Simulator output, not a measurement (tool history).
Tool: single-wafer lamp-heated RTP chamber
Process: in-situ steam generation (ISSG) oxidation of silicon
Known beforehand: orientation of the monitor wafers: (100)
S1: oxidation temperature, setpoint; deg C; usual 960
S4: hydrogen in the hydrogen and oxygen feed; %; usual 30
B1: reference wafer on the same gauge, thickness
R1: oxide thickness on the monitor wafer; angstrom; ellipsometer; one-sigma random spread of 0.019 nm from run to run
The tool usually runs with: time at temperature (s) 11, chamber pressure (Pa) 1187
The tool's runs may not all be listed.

{"run": 1, "hour": 0.0, "S1": 973, "time at temperature (s)": 11, "chamber pressure (Pa)": 1187, "S4": 30, "B1": 4.129, "R1": 43.87}
{"run": 2, "hour": 52.1, "S1": 960, "time at temperature (s)": 11, "chamber pressure (Pa)": 1187, "S4": 30, "B1": 4.129, "R1": 42.93}
{"run": 3, "hour": 139.8, "S1": 960, "time at temperature (s)": 11, "chamber pressure (Pa)": 1187, "S4": 30, "B1": 4.144, "R1": 42.72}
{"run": 4, "hour": 169.1, "S1": 960, "time at temperature (s)": 11, "chamber pressure (Pa)": 1187, "S4": 30, "B1": 4.129, "R1": 42.84}
{"hour": 208.9, "done": "pyrometer window cleaned and pyrometer calibrated"}
{"run": 5, "hour": 225.8, "S1": 960, "time at temperature (s)": 11, "chamber pressure (Pa)": 1187, "S4": 30, "B1": 4.14, "R1": 42.13}
{"run": 6, "hour": 334.8, "S1": 960, "time at temperature (s)": 11, "chamber pressure (Pa)": 1187, "S4": 30, "B1": 4.126, "R1": 42.16}
{"run": 7, "hour": 501.9, "S1": 960, "time at temperature (s)": 11, "chamber pressure (Pa)": 1187, "S4": 30, "B1": 4.138, "R1": 42.72}
{"hour": 532.1, "done": "pyrometer window cleaned and pyrometer calibrated"}
{"run": 8, "hour": 532.7, "S1": 967, "time at temperature (s)": 11, "chamber pressure (Pa)": 1187, "S4": 30, "B1": 4.13, "R1": 43.53}
{"run": 9, "hour": 562.9, "S1": 967, "time at temperature (s)": 11, "chamber pressure (Pa)": 1187, "S4": 30, "B1": 4.12, "R1": 43.85}
{"run": 10, "hour": 626.3, "S1": 967, "time at temperature (s)": 11, "chamber pressure (Pa)": 1187, "S4": 30, "B1": 4.131, "R1": 44.19}
{"run": 11, "hour": 681.8, "S1": 968, "time at temperature (s)": 11, "chamber pressure (Pa)": 1187, "S4": 30, "B1": 4.14, "R1": 44.16}
{"hour": 730.3, "done": "pressure gauge zeroed"}
{"run": 12, "hour": 731.8, "S1": 960, "time at temperature (s)": 11, "chamber pressure (Pa)": 1187, "S4": 30, "B1": 4.135, "R1": 43.33}
{"run": 13, "hour": 759.1, "S1": 960, "time at temperature (s)": 11, "chamber pressure (Pa)": 1187, "S4": 30, "B1": 4.122, "R1": 43.48}
{"hour": 790.0, "done": "hydrogen flow controller replaced"}
{"run": 14, "hour": 828.9, "S1": 960, "time at temperature (s)": 11, "chamber pressure (Pa)": 1187, "S4": 30, "B1": 4.142, "R1": 43.5}

Expected results for the next run?
{"run": 15, "hour": 900.4, "S1": 960, "time at temperature (s)": 11, "chamber pressure (Pa)": 1187, "S4": 30, "B1": "?", "R1": "?"}

Logged for run 15: B1 4.137, R1 43.4 angstrom.
Minus the tool's unlogged condition, the same run would have read R1 41.95 angstrom.
